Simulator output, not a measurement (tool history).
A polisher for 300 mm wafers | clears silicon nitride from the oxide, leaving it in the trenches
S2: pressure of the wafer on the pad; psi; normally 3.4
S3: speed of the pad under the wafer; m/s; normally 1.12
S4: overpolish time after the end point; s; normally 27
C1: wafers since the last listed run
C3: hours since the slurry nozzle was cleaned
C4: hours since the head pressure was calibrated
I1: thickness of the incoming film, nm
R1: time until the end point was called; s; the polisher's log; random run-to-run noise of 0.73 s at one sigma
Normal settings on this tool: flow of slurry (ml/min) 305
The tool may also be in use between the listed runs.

{"run": 1, "day": 0.0, "flow of slurry (ml/min)": 305, "S2": 3.4, "S3": 1.12, "S4": 27, "C1": 0, "wafers polished on this pad": 1711, "C3": 451.7, "C4": 1178.5, "I1": 99.9, "R1": 93.5}
{"day": 1.05, "done": "worn pad replaced by a new one"}
{"day": 1.475, "done": "slurry nozzle cleaned"}
{"run": 2, "day": 1.958, "flow of slurry (ml/min)": 305, "S2": 3.4, "S3": 1.12, "S4": 27, "C1": 444, "wafers polished on this pad": 220, "C3": 11.6, "C4": 1225.5, "I1": 101.1, "R1": 91.3}
{"run": 3, "day": 3.896, "flow of slurry (ml/min)": 305, "S2": 3.4, "S3": 1.12, "S4": 27, "C1": 492, "wafers polished on this pad": 712, "C3": 58.1, "C4": 1272.0, "I1": 100.1, "R1": 92.6}
{"run": 4, "day": 5.842, "flow of slurry (ml/min)": 305, "S2": 3.4, "S3": 1.12, "S4": 27, "C1": 494, "wafers polished on this pad": 1206, "C3": 104.8, "C4": 1318.7, "I1": 100.7, "R1": 93.2}
{"day": 8.308, "done": "worn pad replaced by a new one"}
{"run": 5, "day": 8.329, "flow of slurry (ml/min)": 305, "S2": 3.4, "S3": 1.12, "S4": 27, "C1": 589, "wafers polished on this pad": 5, "C3": 164.5, "C4": 1378.4, "I1": 99.3, "R1": 89.6}
{"run": 6, "day": 10.05, "flow of slurry (ml/min)": 305, "S2": 3.4, "S3": 1.12, "S4": 27, "C1": 437, "wafers polished on this pad": 442, "C3": 205.8, "C4": 1419.7, "I1": 99.3, "R1": 91.4}
{"run": 7, "day": 11.558, "flow of slurry (ml/min)": 305, "S2": 3.4, "S3": 1.12, "S4": 27, "C1": 383, "wafers polished on this pad": 825, "C3": 242.0, "C4": 1455.9, "I1": 100.6, "R1": 92.8}
{"run": 8, "day": 12.871, "flow of slurry (ml/min)": 305, "S2": 3.4, "S3": 1.12, "S4": 27, "C1": 333, "wafers polished on this pad": 1159, "C3": 273.5, "C4": 1487.4, "I1": 99.2, "R1": 92.8}
{"day": 13.196, "done": "head pressure recalibrated"}
{"run": 9, "day": 15.158, "flow of slurry (ml/min)": 390, "S2": 3.4, "S3": 0.96, "S4": 34, "C1": 559, "wafers polished on this pad": 1718, "C3": 328.4, "C4": 47.1, "I1": 98.0, "R1": 104.6}
{"day": 15.517, "done": "worn pad replaced by a new one"}
{"run": 10, "day": 17.312, "flow of slurry (ml/min)": 305, "S2": 2.5, "S3": 1.4, "S4": 16, "C1": 504, "wafers polished on this pad": 456, "C3": 380.1, "C4": 98.8, "I1": 99.5, "R1": 98.9}
{"run": 11, "day": 19.192, "flow of slurry (ml/min)": 305, "S2": 3.4, "S3": 1.12, "S4": 27, "C1": 477, "wafers polished on this pad": 933, "C3": 425.2, "C4": 143.9, "I1": 100.2, "R1": 92.2}
{"day": 22.088, "done": "worn pad replaced by a new one"}
{"day": 23.408, "done": "slurry nozzle cleaned"}
{"run": 12, "day": 25.496, "flow of slurry (ml/min)": 385, "S2": 2.3, "S3": 1.48, "S4": 27, "C1": 1548, "wafers polished on this pad": 855, "C3": 50.1, "C4": 295.2, "I1": 100.4, "R1": 101.9}
{"run": 13, "day": 28.3, "flow of slurry (ml/min)": 405, "S2": 3.4, "S3": 0.84, "S4": 27, "C1": 712, "wafers polished on this pad": 1567, "C3": 117.4, "C4": 362.5, "I1": 100.6, "R1": 122.0}
{"day": 29.154, "done": "worn pad replaced by a new one"}
{"run": 14, "day": 29.346, "flow of slurry (ml/min)": 305, "S2": 4.1, "S3": 1.12, "S4": 35, "C1": 223, "wafers polished on this pad": 48, "C3": 142.5, "C4": 387.6, "I1": 100.0, "R1": 73.7}
{"run": 15, "day": 31.292, "flow of slurry (ml/min)": 305, "S2": 3.1, "S3": 1.12, "S4": 27, "C1": 494, "wafers polished on this pad": 543, "C3": 189.2, "C4": 434.3, "I1": 98.9, "R1": 100.2}
{"run": 16, "day": 32.688, "flow of slurry (ml/min)": 305, "S2": 3.4, "S3": 1.12, "S4": 27, "C1": 354, "wafers polished on this pad": 897, "C3": 222.7, "C4": 467.8, "I1": 99.5, "R1": 93.0}
{"run": 17, "day": 33.958, "flow of slurry (ml/min)": 305, "S2": 3.4, "S3": 1.12, "S4": 27, "C1": 322, "wafers polished on this pad": 1220, "C3": 253.2, "C4": 498.3, "I1": 99.6, "R1": 93.3}

4 options for the next run, each taken on its own from the tool as it stands now. Forecast them:
{"run": "A", "day": 33.975, "flow of slurry (ml/min)": 305, "S2": 3.8, "S3": 1.12, "S4": 27, "C1": 4, "wafers polished on this pad": 1224, "C3": 253.6, "C4": 498.7, "I1": 99.3, "R1": "?"}
{"run": "B", "day": 33.975, "flow of slurry (ml/min)": 400, "S2": 3.4, "S3": 1.12, "S4": 31, "C1": 4, "wafers polished on this pad": 1224, "C3": 253.6, "C4": 498.7, "I1": 99.3, "R1": "?"}
{"run": "C", "day": 33.975, "flow of slurry (ml/min)": 260, "S2": 3.8, "S3": 1.4, "S4": 27, "C1": 4, "wafers polished on this pad": 1224, "C3": 253.6, "C4": 498.7, "I1": 99.3, "R1": "?"}
{"run": "D", "day": 33.975, "flow of slurry (ml/min)": 390, "S2": 2.6, "S3": 1.12, "S4": 40, "C1": 4, "wafers polished on this pad": 1224, "C3": 253.6, "C4": 498.7, "I1": 99.3, "R1": "?"}

run=A R1=82.4
run=B R1=90.1
run=C R1=67.1
run=D R1=118.0
With the hidden condition removed and each run's random variation left untouched, the same runs would have given:
run=A R1=78.4
run=B R1=85.7
run=C R1=63.8
run=D R1=112.2
